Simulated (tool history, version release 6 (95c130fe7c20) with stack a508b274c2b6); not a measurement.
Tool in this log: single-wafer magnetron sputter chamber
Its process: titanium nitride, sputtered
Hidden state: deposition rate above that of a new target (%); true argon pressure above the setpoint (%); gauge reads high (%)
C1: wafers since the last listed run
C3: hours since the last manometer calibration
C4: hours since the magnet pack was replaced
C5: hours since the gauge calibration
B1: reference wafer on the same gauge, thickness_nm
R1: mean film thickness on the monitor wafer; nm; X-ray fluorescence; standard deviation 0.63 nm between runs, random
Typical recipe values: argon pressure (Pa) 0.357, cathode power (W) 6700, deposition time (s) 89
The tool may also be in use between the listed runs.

{"run": 1, "hour": 0.0, "argon pressure (Pa)": 0.357, "cathode power (W)": 6700, "deposition time (s)": 84, "C1": 0, "wafers on the sputter target": 8073, "C3": 1360, "C4": 3350, "C5": 1250.8, "B1": 125.715, "R1": 100.416}
{"run": 2, "hour": 74.9, "argon pressure (Pa)": 0.357, "cathode power (W)": 6700, "deposition time (s)": 84, "C1": 1148, "wafers on the sputter target": 9221, "C3": 1434.9, "C4": 3424.9, "C5": 1325.7, "B1": 126.419, "R1": 100.695}
{"run": 3, "hour": 165.8, "argon pressure (Pa)": 0.357, "cathode power (W)": 6700, "deposition time (s)": 84, "C1": 1393, "wafers on the sputter target": 10615, "C3": 1525.8, "C4": 3515.8, "C5": 1416.6, "B1": 126.016, "R1": 100.734}
{"hour": 278.8, "done": "sputter target and shields replaced"}
{"run": 4, "hour": 319.0, "argon pressure (Pa)": 0.357, "cathode power (W)": 6700, "deposition time (s)": 89, "C1": 2226, "wafers on the sputter target": 616, "C3": 1679, "C4": 3669, "C5": 1569.8, "B1": 126.052, "R1": 106.092}
{"run": 5, "hour": 395.0, "argon pressure (Pa)": 0.357, "cathode power (W)": 6700, "deposition time (s)": 89, "C1": 1165, "wafers on the sputter target": 1781, "C3": 1755, "C4": 3745, "C5": 1645.8, "B1": 126.187, "R1": 106.838}
{"run": 6, "hour": 447.4, "argon pressure (Pa)": 0.357, "cathode power (W)": 6700, "deposition time (s)": 89, "C1": 803, "wafers on the sputter target": 2585, "C3": 1807.4, "C4": 3797.4, "C5": 1698.2, "B1": 126.18, "R1": 106.611}
{"run": 7, "hour": 527.1, "argon pressure (Pa)": 0.357, "cathode power (W)": 6700, "deposition time (s)": 89, "C1": 1222, "wafers on the sputter target": 3807, "C3": 1887.1, "C4": 3877.1, "C5": 1777.9, "B1": 126.197, "R1": 106.257}
{"run": 8, "hour": 592.0, "argon pressure (Pa)": 0.357, "cathode power (W)": 5700, "deposition time (s)": 89, "C1": 995, "wafers on the sputter target": 4802, "C3": 1952, "C4": 3942, "C5": 1842.8, "B1": 126.074, "R1": 91.858}
{"run": 9, "hour": 660.8, "argon pressure (Pa)": 0.357, "cathode power (W)": 6700, "deposition time (s)": 100, "C1": 1054, "wafers on the sputter target": 5857, "C3": 2020.8, "C4": 4010.8, "C5": 1911.6, "B1": 126.416, "R1": 119.131}
{"hour": 859.0, "done": "capacitance manometer re-zeroed and calibrated"}
{"run": 10, "hour": 892.8, "argon pressure (Pa)": 0.357, "cathode power (W)": 6700, "deposition time (s)": 100, "C1": 3434, "wafers on the sputter target": 9292, "C3": 33.8, "C4": 4242.8, "C5": 2143.6, "B1": 125.611, "R1": 120.492}
{"hour": 971.1, "done": "sputter target and shields replaced"}
{"run": 11, "hour": 986.4, "argon pressure (Pa)": 0.357, "cathode power (W)": 7150, "deposition time (s)": 83.3, "C1": 1312, "wafers on the sputter target": 235, "C3": 127.4, "C4": 4336.4, "C5": 2237.2, "B1": 125.825, "R1": 106.574}
{"run": 12, "hour": 1039.9, "argon pressure (Pa)": 0.357, "cathode power (W)": 6700, "deposition time (s)": 89, "C1": 820, "wafers on the sputter target": 1055, "C3": 180.9, "C4": 4389.9, "C5": 2290.7, "B1": 125.98, "R1": 106.763}
{"run": 13, "hour": 1109.0, "argon pressure (Pa)": 0.357, "cathode power (W)": 5800, "deposition time (s)": 89, "C1": 1059, "wafers on the sputter target": 2115, "C3": 250, "C4": 4459, "C5": 2359.8, "B1": 126.231, "R1": 92.845}
{"hour": 1137.4, "done": "gauge calibrated"}
{"run": 14, "hour": 1190.2, "argon pressure (Pa)": 0.488, "cathode power (W)": 6700, "deposition time (s)": 72.5, "C1": 1245, "wafers on the sputter target": 3360, "C3": 331.2, "C4": 4540.2, "C5": 52.8, "B1": 125.921, "R1": 82.14}
{"run": 15, "hour": 1256.9, "argon pressure (Pa)": 0.444, "cathode power (W)": 6700, "deposition time (s)": 84.4, "C1": 1022, "wafers on the sputter target": 4382, "C3": 397.9, "C4": 4606.9, "C5": 119.5, "B1": 125.835, "R1": 96.997}
{"run": 16, "hour": 1363.5, "argon pressure (Pa)": 0.357, "cathode power (W)": 6700, "deposition time (s)": 89, "C1": 1634, "wafers on the sputter target": 6017, "C3": 504.5, "C4": 4713.5, "C5": 226.1, "B1": 125.98, "R1": 106.665}
{"run": 17, "hour": 1400.6, "argon pressure (Pa)": 0.357, "cathode power (W)": 6250, "deposition time (s)": 103.4, "C1": 568, "wafers on the sputter target": 6586, "C3": 541.6, "C4": 4750.6, "C5": 263.2, "B1": 126.382, "R1": 113.822}
{"run": 18, "hour": 1453.4, "argon pressure (Pa)": 0.22, "cathode power (W)": 6700, "deposition time (s)": 71.4, "C1": 809, "wafers on the sputter target": 7395, "C3": 594.4, "C4": 4803.4, "C5": 316, "B1": 125.934, "R1": 92.015}
{"hour": 1616.2, "done": "magnet pack replaced"}
{"run": 19, "hour": 1686.7, "argon pressure (Pa)": 0.246, "cathode power (W)": 6700, "deposition time (s)": 89, "C1": 3454, "wafers on the sputter target": 10850, "C3": 827.7, "C4": 70.5, "C5": 549.3, "B1": 126.034, "R1": 112.007}
{"hour": 1742.6, "done": "sputter target and shields replaced"}
{"run": 20, "hour": 1745.3, "argon pressure (Pa)": 0.357, "cathode power (W)": 6700, "deposition time (s)": 89, "C1": 775, "wafers on the sputter target": 41, "C3": 886.3, "C4": 129.1, "C5": 607.9, "B1": 125.987, "R1": 106.847}
{"run": 21, "hour": 1808.2, "argon pressure (Pa)": 0.357, "cathode power (W)": 6700, "deposition time (s)": 89, "C1": 964, "wafers on the sputter target": 1005, "C3": 949.2, "C4": 192, "C5": 670.8, "B1": 126.136, "R1": 106.385}
{"run": 22, "hour": 1854.6, "argon pressure (Pa)": 0.241, "cathode power (W)": 8350, "deposition time (s)": 96.4, "C1": 711, "wafers on the sputter target": 1717, "C3": 995.6, "C4": 238.4, "C5": 717.2, "B1": 126.202, "R1": 150.623}
{"run": 23, "hour": 1895.9, "argon pressure (Pa)": 0.357, "cathode power (W)": 5300, "deposition time (s)": 73.6, "C1": 633, "wafers on the sputter target": 2350, "C3": 1036.9, "C4": 279.7, "C5": 758.5, "B1": 126.082, "R1": 70.081}
{"run": 24, "hour": 1971.2, "argon pressure (Pa)": 0.235, "cathode power (W)": 6150, "deposition time (s)": 93.7, "C1": 1154, "wafers on the sputter target": 3504, "C3": 1112.2, "C4": 355, "C5": 833.8, "B1": 125.815, "R1": 109.748}
{"run": 25, "hour": 2019.3, "argon pressure (Pa)": 0.458, "cathode power (W)": 6700, "deposition time (s)": 89, "C1": 737, "wafers on the sputter target": 4242, "C3": 1160.3, "C4": 403.1, "C5": 881.9, "B1": 126.24, "R1": 101.92}
{"run": 26, "hour": 2064.6, "argon pressure (Pa)": 0.313, "cathode power (W)": 6700, "deposition time (s)": 78, "C1": 694, "wafers on the sputter target": 4937, "C3": 1205.6, "C4": 448.4, "C5": 927.2, "B1": 126.101, "R1": 95.556}
{"run": 27, "hour": 2136.0, "argon pressure (Pa)": 0.446, "cathode power (W)": 7400, "deposition time (s)": 103.3, "C1": 1094, "wafers on the sputter target": 6031, "C3": 1277, "C4": 519.8, "C5": 998.6, "B1": 126.074, "R1": 131.018}
{"run": 28, "hour": 2194.4, "argon pressure (Pa)": 0.357, "cathode power (W)": 6700, "deposition time (s)": 89, "C1": 895, "wafers on the sputter target": 6927, "C3": 1335.4, "C4": 578.2, "C5": 1057, "B1": 125.873, "R1": 105.331}

Run 29 is up next; what results do you expect?
{"run": 29, "hour": 2294.9, "argon pressure (Pa)": 0.249, "cathode power (W)": 6700, "deposition time (s)": 71.4, "C1": 1540, "wafers on the sputter target": 8468, "C3": 1435.9, "C4": 678.7, "C5": 1157.5, "B1": "?", "R1": "?"}

Run 29 gave B1 125.972, R1 90.129 nm.
The same run, on a tool lacking any hidden state, would have yielded R1 90.129 nm.
